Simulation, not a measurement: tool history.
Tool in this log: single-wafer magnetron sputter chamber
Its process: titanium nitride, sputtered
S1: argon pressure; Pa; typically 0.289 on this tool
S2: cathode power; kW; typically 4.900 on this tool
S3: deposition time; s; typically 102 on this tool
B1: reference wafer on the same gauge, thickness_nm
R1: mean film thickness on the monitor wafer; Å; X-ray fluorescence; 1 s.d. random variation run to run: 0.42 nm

run,hour,S1,S2,S3,B1,R1
1,0.0,0.289,4.900,102,82.838,999.16
2,28.6,0.289,4.900,102,83.050,988.75
3,55.8,0.289,4.900,102,83.060,987.99
4,93.8,0.289,4.900,102,82.981,987.80
5,140.9,0.368,5.800,102,82.930,1053.02
6,185.9,0.368,5.800,102,83.223,1047.38
7,212.1,0.368,5.800,102,83.114,1045.80
8,269.6,0.289,4.900,113,83.074,1069.16
# hour 319.7: sputter target and shields replaced
9,451.9,0.289,4.900,113,82.933,1091.75
10,508.8,0.240,4.300,102,82.927,926.65
11,557.7,0.240,4.300,102,82.890,922.89
12,604.5,0.240,4.300,102,82.913,916.19
13,633.2,0.331,5.950,102,83.120,1087.37
14,690.2,0.289,4.900,102,82.929,964.93
15,754.8,0.394,4.900,93,83.002,835.81
# hour 796.7: gauge calibrated
# hour 807.8: sputter target and shields replaced
16,868.3,0.289,4.900,102,83.022,993.37
17,905.0,0.236,4.550,91,82.890,860.29
18,936.9,0.323,5.350,121,83.009,1216.53
19,995.1,0.289,3.900,102,83.208,844.58
20,1065.3,0.289,5.450,102,82.801,1037.81
# hour 1093.9: capacitance manometer re-zeroed and calibrated
21,1094.4,0.289,3.800,102,83.069,845.44
# hour 1159.5: magnet pack replaced
22,1160.0,0.289,4.900,102,83.116,981.23
23,1202.5,0.351,5.750,110,83.207,1140.70
# hour 1227.1: sputter target and shields replaced
24,1236.1,0.289,4.900,113,82.875,1123.55
25,1295.4,0.289,4.900,102,83.000,1000.72
26,1344.3,0.289,4.900,102,83.096,996.47
27,1372.8,0.289,6.100,117,82.811,1309.10
28,1418.3,0.187,4.900,95,82.972,958.93
29,1465.9,0.289,4.900,102,83.203,978.16
30,1492.8,0.289,4.900,102,83.003,974.51
31,1538.3,0.228,3.800,85,82.955,717.92
32,1579.3,0.342,6.100,102,82.905,1101.22
# hour 1615.1: sputter target and shields replaced
33,1630.5,0.230,4.300,92,82.981,867.77
34,1790.6,0.331,5.450,121,83.085,1243.50

Alternative continuations, all from the tool just after run 34; predict every row:
A,1791.0,0.251,4.900,102,?,?
B,1791.0,0.342,4.900,110,?,?
C,1791.0,0.330,4.900,102,?,?
D,1791.0,0.351,4.900,102,?,?

run,B1,R1
A,83.048,1009.11
B,83.048,1041.81
C,83.048,971.58
D,83.048,961.92
With the hidden condition removed and each run's random variation left untouched, the same runs would have given:
run,R1
A,1047.88
B,1082.54
C,1009.47
D,999.58
